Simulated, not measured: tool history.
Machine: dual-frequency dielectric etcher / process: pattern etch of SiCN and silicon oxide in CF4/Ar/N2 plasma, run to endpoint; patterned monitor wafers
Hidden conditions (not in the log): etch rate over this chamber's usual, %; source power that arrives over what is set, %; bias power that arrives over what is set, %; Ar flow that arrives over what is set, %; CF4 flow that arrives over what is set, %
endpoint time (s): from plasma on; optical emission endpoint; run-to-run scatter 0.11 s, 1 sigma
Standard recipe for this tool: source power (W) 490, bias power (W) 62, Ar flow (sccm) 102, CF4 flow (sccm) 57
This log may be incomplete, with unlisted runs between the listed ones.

run,hour,source power (W),bias power (W),Ar flow (sccm),CF4 flow (sccm),wafers since the last listed run,hours since the last wet clean,hours since the last source power generator calibration,hours since the last bias power generator calibration,hours since the last Ar flow controller change,hours since the last CF4 flow controller change,hours since the last upper electrode change,"incoming incoming film thickness, nm",endpoint time (s)
1,0,490,62,112,57,0,382.4,2145.7,2109.5,3929.3,4875.7,4361.3,17.13,20.4
2,7.1,490,62,112,57,120,389.5,2152.8,2116.6,3936.4,4882.8,4368.4,17.23,20.7
3,22.6,490,62,112,57,263,405,2168.3,2132.1,3951.9,4898.3,4383.9,17.26,20.6
4,36.9,490,62,102,57,243,419.3,2182.6,2146.4,3966.2,4912.6,4398.2,17.15,20
5,43.6,490,62,102,57,113,426,2189.3,2153.1,3972.9,4919.3,4404.9,17.41,20.7
6,55.9,490,62,102,57,209,438.3,2201.6,2165.4,3985.2,4931.6,4417.2,17.28,20.3
7,71.6,490,62,102,57,267,454,2217.3,2181.1,4000.9,4947.3,4432.9,17.05,20.1
# hour 81.6: CF4 flow controller replaced
8,82.1,490,62,102,57,76,464.5,2227.8,2191.6,4011.4,0.5,4443.4,17.11,20.2
# hour 107.6: upper electrode replaced
9,108.1,490,62,102,57,34,490.5,2253.8,2217.6,4037.4,26.5,0.5,17.47,20.6
10,108.5,490,62,102,62,6,490.9,2254.2,2218,4037.8,26.9,0.9,17.23,20.1
11,110.9,490,58,102,50,40,493.3,2256.6,2220.4,4040.2,29.3,3.3,17.06,21.4
# hour 122.7: bias power generator calibrated
# hour 138.6: wet clean of the chamber
# hour 141.2: source power generator calibrated
12,148.5,490,62,112,57,256,9.9,7.3,25.8,4077.8,66.9,40.9,17.15,19.6
# hour 155.6: Ar flow controller replaced
13,166,490,77,102,62,195,27.4,24.8,43.3,10.4,84.4,58.4,17.12,17.6
14,183.7,490,62,78,53,301,45.1,42.5,61,28.1,102.1,76.1,17.43,19
15,190.3,490,57,77,57,112,51.7,49.1,67.6,34.7,108.7,82.7,17.28,18.9
16,204.9,600,62,102,57,248,66.3,63.7,82.2,49.3,123.3,97.3,17.12,17
17,221.4,490,62,95,57,280,82.8,80.2,98.7,65.8,139.8,113.8,17.13,19.1
18,234.9,490,62,102,57,229,96.3,93.7,112.2,79.3,153.3,127.3,17.22,19.5

For each run, what was the tool's unlogged condition?
source power that arrives over what is set, %: 0 across all the runs
bias power that arrives over what is set, %: 0 across all the runs
Ar flow that arrives over what is set, %: 0 across all the runs
CF4 flow that arrives over what is set, %: 0 across all the runs
H1: etch rate over this chamber's usual, %
run,H1
1,-4.24
2,-4.32
3,-4.5
4,-4.67
5,-4.74
6,-4.89
7,-5.07
8,-5.19
9,-5.49
10,-5.49
11,-5.52
12,0.387
13,0.185
14,-0.0191
15,-0.0952
16,-0.264
17,-0.454
18,-0.609
